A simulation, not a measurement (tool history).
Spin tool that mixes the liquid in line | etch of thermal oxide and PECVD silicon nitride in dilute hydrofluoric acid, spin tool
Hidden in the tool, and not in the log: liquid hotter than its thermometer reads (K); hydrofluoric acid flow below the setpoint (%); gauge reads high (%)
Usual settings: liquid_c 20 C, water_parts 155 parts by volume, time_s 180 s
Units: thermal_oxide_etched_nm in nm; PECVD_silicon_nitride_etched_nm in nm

run,hour,liquid_c,water_parts,time_s,wafers since the last listed run,hours since the thermometer was replaced,hours since the hydrofluoric acid flow meter was replaced,hours since the gauge calibration,"read-back film thickness of the thermal oxide reference wafer, read on the same gauge (nm)","read-back film thickness of the PECVD silicon nitride reference wafer, read on the same gauge (nm)",thermal_oxide_etched_nm,PECVD_silicon_nitride_etched_nm
1,0,20,155,180,0,39.2,2273.9,106.5,49.974,39.994,3.904,1.488
2,19.4,20,155,180,88,58.6,2293.3,125.9,50.009,39.975,3.908,1.487
3,40.4,20,155,180,96,79.6,2314.3,146.9,50.017,39.988,3.895,1.516
4,54.7,18,155,180,65,93.9,2328.6,161.2,50.005,39.968,3.603,1.31
5,74,20,155,180,88,113.2,2347.9,180.5,49.985,39.999,3.932,1.459
6,104.3,17,205,250,138,143.5,2378.2,210.8,49.994,39.998,3.436,1.316
7,130.6,21.5,235,270,120,169.8,2404.5,237.1,49.951,39.993,3.741,1.683
8,156.3,20,155,130,117,195.5,2430.2,262.8,49.992,39.988,2.8,1.09
9,173.2,24,155,180,77,212.4,2447.1,279.7,50.044,39.982,4.531,1.963
10,186.4,25,155,180,60,225.6,2460.3,292.9,49.994,40.032,4.73,2.005
11,211.7,17,100,255,115,250.9,2485.6,318.2,50.007,40.005,7.982,2.604
12,234.1,20,155,180,102,273.3,2508,340.6,49.991,40.024,3.894,1.489
13,282.6,20,155,180,222,321.8,2556.5,389.1,50.008,39.995,3.925,1.532
14,306,17,125,180,107,345.2,2579.9,412.5,50,40.022,4.415,1.489
# hour 334.3: hydrofluoric acid flow meter replaced
15,335.2,20,155,210,129,374.4,0.9,441.7,49.99,39.981,4.815,1.787
16,357.1,24.5,215,105,100,396.3,22.8,463.6,49.976,40.012,1.909,0.917
17,374.7,24,195,100,80,413.9,40.4,481.2,50.045,39.994,2.049,0.935
18,399.4,17,205,250,113,438.6,65.1,505.9,50.005,39.999,3.647,1.286
19,423.8,20,235,180,111,463,89.5,530.3,49.987,40.022,2.521,1.06
20,447.6,20,155,180,108,486.8,113.3,554.1,50.012,39.985,4.074,1.581
21,464.1,23,155,180,75,503.3,129.8,570.6,49.984,39.988,4.658,1.897
22,497.9,22,100,115,154,537.1,163.6,604.4,49.944,39.999,4.642,1.729
23,587.3,20,155,215,409,626.5,253,693.8,49.952,40.015,4.861,1.968
24,613.3,17,135,85,119,652.5,279,719.8,50.037,39.988,2.019,0.667
25,643.4,20,155,180,137,682.6,309.1,749.9,49.995,40.006,4.119,1.574

Hidden state or all else? Some run-to-run changes of thermal_oxide_etched_nm, split into what the settings, what came in and random variation would give without the hidden state, and what is left for the hidden state (with any gauge scatter that isn't in both results):
Run 10 -> 11: liquid_c 25 -> 17, water_parts 155 -> 100, time_s 180 -> 255. thermal_oxide_etched_nm +3.252 nm: hidden state -0.192, all else +3.444.
Run 11 -> 12: liquid_c 17 -> 20, water_parts 100 -> 155, time_s 255 -> 180. thermal_oxide_etched_nm -4.088 nm: hidden state +0.25, all else -4.338.
Run 14 -> 15: liquid_c 17 -> 20, water_parts 125 -> 155, time_s 180 -> 210, hydrofluoric acid flow meter replaced. thermal_oxide_etched_nm +0.4 nm: hidden state +0.266, all else +0.134.
